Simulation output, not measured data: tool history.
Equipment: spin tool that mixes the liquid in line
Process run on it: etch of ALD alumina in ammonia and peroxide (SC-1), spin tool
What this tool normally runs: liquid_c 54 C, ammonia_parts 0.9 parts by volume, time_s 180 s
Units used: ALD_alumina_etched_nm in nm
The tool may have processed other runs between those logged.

run,day,liquid_c,ammonia_parts,time_s,wafers since the last listed run,hours since the thermometer was replaced,hours since the ammonia flow meter was replaced,hours since the heated supply line was repaired,hours since the drum of ammonia solution was connected,hours since the gauge calibration,"read-back film thickness of the ALD alumina reference wafer, read on the same gauge (nm)",ALD_alumina_etched_nm
1,0,54,0.9,180,0,290.2,112.6,1086.4,464.2,293.4,129.95,11.77
2,2.858,54,0.9,180,639,358.8,181.2,1155,532.8,362,130,11.73
# day 3.8: heated supply line repaired
3,5.258,59.5,0.8,105,527,416.4,238.8,35,590.4,419.6,130,9.62
4,9.65,64,1.2,120,981,521.8,344.2,140.4,695.8,525,130,14.2
5,12.362,48,0.9,235,606,586.9,409.3,205.5,760.9,590.1,130,11.65
6,14.3,54,0.9,285,433,633.4,455.8,252,807.4,636.6,130.01,19.61
7,18.071,51.5,0.7,130,843,723.9,546.3,342.5,897.9,727.1,129.99,7.54
8,20.142,54,0.5,180,463,773.6,596,392.2,947.6,776.8,130.01,11.59
# day 20.75: new drum of ammonia solution connected
# day 22.238: thermometer replaced
9,23.688,54,0.9,210,774,34.8,681.1,477.3,70.5,861.9,130,14.22
10,25.704,59.5,0.9,255,450,83.2,729.5,525.7,118.9,910.3,129.98,22.96
11,28.433,57,0.5,180,610,148.7,795,591.2,184.4,975.8,129.98,13.41
12,29.958,54,0.9,180,340,185.3,831.6,627.8,221,1012.4,130.01,12.19
13,33.617,58,0.9,230,817,273.1,919.4,715.6,308.8,1100.2,130.04,19.04
14,36.979,46,0.9,180,751,353.8,1000.1,796.3,389.5,1180.9,130,7.68
# day 37.279: ammonia flow meter replaced
15,40.929,59,0.55,120,873,448.6,87.6,891.1,484.3,1275.7,130,9.97
16,43.183,51,0.9,180,504,502.7,141.7,945.2,538.4,1329.8,130,10.08
17,47.408,54,0.9,180,944,604.1,243.1,1046.6,639.8,1431.2,129.99,11.72
18,50.35,63.5,1.05,180,657,674.7,313.7,1117.2,710.4,1501.8,129.99,19.54
19,52.388,54,0.9,180,455,723.6,362.6,1166.1,759.3,1550.7,130.02,11.71
20,55.262,54,0.9,100,642,792.6,431.6,1235.1,828.3,1619.7,129.99,6.49
# day 56.567: heated supply line repaired
# day 57.408: new drum of ammonia solution connected
# day 57.504: thermometer replaced
21,59.117,62.5,0.75,265,833,38.7,524.1,61.2,41,1712.2,130.02,28.15
22,61.025,54,0.45,95,426,84.5,569.9,107,86.8,1758,129.99,6.16
23,65.304,60.5,0.45,150,956,187.2,672.6,209.7,189.5,1860.7,130,13.63
24,67.267,54,0.65,245,438,234.3,719.7,256.8,236.6,1907.8,130,16.33
25,69.033,54,0.9,180,395,276.7,762.1,299.2,279,1950.2,129.98,12.28
26,71.896,59.5,0.9,255,640,345.4,830.8,367.9,347.7,2018.9,129.99,23.14

Take each entry between the runs: how does the hidden state at the last listed run before it differ from the hidden state at the first listed run after it?
After run 2, before run 3: heated supply line repaired (day 3.8)
  temperature lost on the way to the wafer (K): 1.31 -> 0.0491
  measured minus no-state result, ALD_alumina_etched_nm: -0.86 -> -0.02 nm
After run 8, before run 9: new drum of ammonia solution connected (day 20.75); thermometer replaced (day 22.238)
  temperature lost on the way to the wafer (K): 0.431 -> 0.522
  measured minus no-state result, ALD_alumina_etched_nm: -0.27 -> -0.4 nm
After run 14, before run 15: ammonia flow meter replaced (day 37.279)
  temperature lost on the way to the wafer (K): 0.863 -> 0.965
  measured minus no-state result, ALD_alumina_etched_nm: -0.39 -> -0.51 nm
After run 20, before run 21: heated supply line repaired (day 56.567); new drum of ammonia solution connected (day 57.408); thermometer replaced (day 57.504)
  temperature lost on the way to the wafer (K): 1.33 -> 0.0874
  measured minus no-state result, ALD_alumina_etched_nm: -0.48 -> -0.12 nm
